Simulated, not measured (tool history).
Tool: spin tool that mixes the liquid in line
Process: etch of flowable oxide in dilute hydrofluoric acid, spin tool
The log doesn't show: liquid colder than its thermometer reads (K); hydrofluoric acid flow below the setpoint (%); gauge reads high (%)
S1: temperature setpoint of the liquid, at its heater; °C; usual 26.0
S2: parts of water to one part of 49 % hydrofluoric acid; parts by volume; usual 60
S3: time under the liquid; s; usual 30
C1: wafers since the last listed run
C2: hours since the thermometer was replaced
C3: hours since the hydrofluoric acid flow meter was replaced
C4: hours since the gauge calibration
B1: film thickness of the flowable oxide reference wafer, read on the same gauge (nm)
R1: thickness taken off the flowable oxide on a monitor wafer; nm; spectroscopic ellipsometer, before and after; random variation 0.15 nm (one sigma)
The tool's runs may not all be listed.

Run 1, hour 0.0: usual settings; C1 0; C2 1252.3; C3 509.6; C4 499.5; B1 99.99. Result: R1 19.17 nm.
Run 2, hour 55.1: usual settings; C1 953; C2 1307.4; C3 564.7; C4 554.6; B1 99.95. Result: R1 18.77 nm.
Run 3, hour 85.2: usual settings but S3 35 s; C1 520; C2 1337.5; C3 594.8; C4 584.7; B1 100.00. Result: R1 21.97 nm.
Run 4, hour 157.9: usual settings but S3 35 s; C1 1258; C2 1410.2; C3 667.5; C4 657.4; B1 99.97. Result: R1 21.82 nm.
Run 5, hour 219.0: usual settings but S3 35 s; C1 1057; C2 1471.3; C3 728.6; C4 718.5; B1 99.98. Result: R1 21.79 nm.
Run 6, hour 278.5: usual settings but S1 27.5 °C, S3 35 s; C1 1029; C2 1530.8; C3 788.1; C4 778.0; B1 100.01. Result: R1 23.08 nm.
Run 7, hour 324.8: usual settings; C1 801; C2 1577.1; C3 834.4; C4 824.3; B1 100.01. Result: R1 18.31 nm.
At hour 395.0: thermometer replaced.
Run 8, hour 396.5: usual settings but S2 75 parts by volume; C1 1223; C2 1.5; C3 906.1; C4 896.0; B1 99.96. Result: R1 14.25 nm.
At hour 435.2: hydrofluoric acid flow meter replaced.
At hour 454.7: gauge calibrated.
Run 9, hour 458.7: usual settings but S1 22.5 °C, S2 40 parts by volume, S3 40 s; C1 1059; C2 63.7; C3 23.5; C4 4.0; B1 100.07. Result: R1 36.47 nm.

Forecast run 10:
Run 10, hour 487.1: usual settings; C1 491; C2 92.1; C3 51.9; C4 32.4; B1 ?. Result: R1 ?.

{"run 10": {"B1": 100.01, "R1": 20.31}}
Without the tool's hidden state the same run would have given R1 20.46 nm.

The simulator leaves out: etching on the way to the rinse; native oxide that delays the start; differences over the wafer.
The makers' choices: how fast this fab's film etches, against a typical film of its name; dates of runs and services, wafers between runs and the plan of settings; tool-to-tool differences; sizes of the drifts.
